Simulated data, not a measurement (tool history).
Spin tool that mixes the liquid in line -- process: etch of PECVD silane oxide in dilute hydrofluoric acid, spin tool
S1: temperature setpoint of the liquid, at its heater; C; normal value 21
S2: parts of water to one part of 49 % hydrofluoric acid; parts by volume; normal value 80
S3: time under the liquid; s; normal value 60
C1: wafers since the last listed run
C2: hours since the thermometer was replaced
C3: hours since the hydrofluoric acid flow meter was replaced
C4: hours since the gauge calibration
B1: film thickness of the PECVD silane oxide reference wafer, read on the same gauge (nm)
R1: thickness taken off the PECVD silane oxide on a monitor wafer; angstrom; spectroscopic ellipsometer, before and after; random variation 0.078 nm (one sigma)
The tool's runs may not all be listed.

{"run": 1, "hour": 0.0, "S1": 21, "S2": 80, "S3": 45, "C1": 0, "C2": 2001.1, "C3": 346.5, "C4": 286, "B1": 30.01, "R1": 141}
{"run": 2, "hour": 24.8, "S1": 21, "S2": 80, "S3": 45, "C1": 208, "C2": 2025.9, "C3": 371.3, "C4": 310.8, "B1": 30.02, "R1": 142.1}
{"run": 3, "hour": 42.4, "S1": 18.5, "S2": 80, "S3": 40, "C1": 148, "C2": 2043.5, "C3": 388.9, "C4": 328.4, "B1": 29.99, "R1": 113.9}
{"run": 4, "hour": 57.5, "S1": 18.5, "S2": 80, "S3": 40, "C1": 127, "C2": 2058.6, "C3": 404, "C4": 343.5, "B1": 30.01, "R1": 113.7}
{"run": 5, "hour": 126.1, "S1": 18.5, "S2": 80, "S3": 40, "C1": 577, "C2": 2127.2, "C3": 472.6, "C4": 412.1, "B1": 29.98, "R1": 114.7}
{"run": 6, "hour": 141.9, "S1": 21, "S2": 110, "S3": 60, "C1": 133, "C2": 2143, "C3": 488.4, "C4": 427.9, "B1": 30, "R1": 134.2}
{"run": 7, "hour": 158.5, "S1": 21, "S2": 110, "S3": 60, "C1": 139, "C2": 2159.6, "C3": 505, "C4": 444.5, "B1": 30.01, "R1": 133.4}
{"run": 8, "hour": 187.5, "S1": 21, "S2": 110, "S3": 60, "C1": 244, "C2": 2188.6, "C3": 534, "C4": 473.5, "B1": 30.01, "R1": 134.3}
{"run": 9, "hour": 203.1, "S1": 19, "S2": 80, "S3": 60, "C1": 131, "C2": 2204.2, "C3": 549.6, "C4": 489.1, "B1": 30, "R1": 174.7}
{"run": 10, "hour": 229.1, "S1": 18, "S2": 80, "S3": 80, "C1": 218, "C2": 2230.2, "C3": 575.6, "C4": 515.1, "B1": 30.01, "R1": 223.7}
{"run": 11, "hour": 264.3, "S1": 23.5, "S2": 65, "S3": 35, "C1": 296, "C2": 2265.4, "C3": 610.8, "C4": 550.3, "B1": 29.97, "R1": 154.7}
{"run": 12, "hour": 282.1, "S1": 22.5, "S2": 80, "S3": 60, "C1": 149, "C2": 2283.2, "C3": 628.6, "C4": 568.1, "B1": 29.99, "R1": 202.4}
{"hour": 296.1, "done": "gauge calibrated"}
{"run": 13, "hour": 298.5, "S1": 19.5, "S2": 80, "S3": 60, "C1": 138, "C2": 2299.6, "C3": 645, "C4": 2.4, "B1": 30.02, "R1": 179.4}
{"run": 14, "hour": 322.4, "S1": 23, "S2": 100, "S3": 30, "C1": 201, "C2": 2323.5, "C3": 668.9, "C4": 26.3, "B1": 29.97, "R1": 81.4}
{"run": 15, "hour": 343.6, "S1": 23, "S2": 100, "S3": 30, "C1": 178, "C2": 2344.7, "C3": 690.1, "C4": 47.5, "B1": 30.01, "R1": 81.4}
{"run": 16, "hour": 356.4, "S1": 21, "S2": 80, "S3": 75, "C1": 107, "C2": 2357.5, "C3": 702.9, "C4": 60.3, "B1": 30.01, "R1": 238.4}
{"run": 17, "hour": 388.5, "S1": 21, "S2": 80, "S3": 60, "C1": 270, "C2": 2389.6, "C3": 735, "C4": 92.4, "B1": 29.99, "R1": 191.1}
{"hour": 394.6, "done": "thermometer replaced"}
{"hour": 395.8, "done": "hydrofluoric acid flow meter replaced"}
{"run": 18, "hour": 413.7, "S1": 21, "S2": 45, "S3": 60, "C1": 195, "C2": 19.1, "C3": 17.9, "C4": 117.6, "B1": 30, "R1": 344}
{"run": 19, "hour": 486.8, "S1": 21, "S2": 80, "S3": 60, "C1": 615, "C2": 92.2, "C3": 91, "C4": 190.7, "B1": 30, "R1": 185.7}
{"run": 20, "hour": 506.5, "S1": 24.5, "S2": 80, "S3": 60, "C1": 165, "C2": 111.9, "C3": 110.7, "C4": 210.4, "B1": 30, "R1": 215.7}

Each row is a separate what-if for the run after 20, all from the same tool condition, not one after another. Results?
{"run": "A", "hour": 506.9, "S1": 21, "S2": 80, "S3": 25, "C1": 3, "C2": 112.3, "C3": 111.1, "C4": 210.8, "B1": "?", "R1": "?"}
{"run": "B", "hour": 506.9, "S1": 25, "S2": 115, "S3": 30, "C1": 3, "C2": 112.3, "C3": 111.1, "C4": 210.8, "B1": "?", "R1": "?"}
{"run": "C", "hour": 506.9, "S1": 19.5, "S2": 105, "S3": 95, "C1": 3, "C2": 112.3, "C3": 111.1, "C4": 210.8, "B1": "?", "R1": "?"}

run=A B1=29.99 R1=78.5
run=B B1=29.99 R1=73.7
run=C B1=29.99 R1=207.6
With no hidden state in the tool, these same runs would have given:
run=A R1=77.9
run=B R1=73.2
run=C R1=206.1
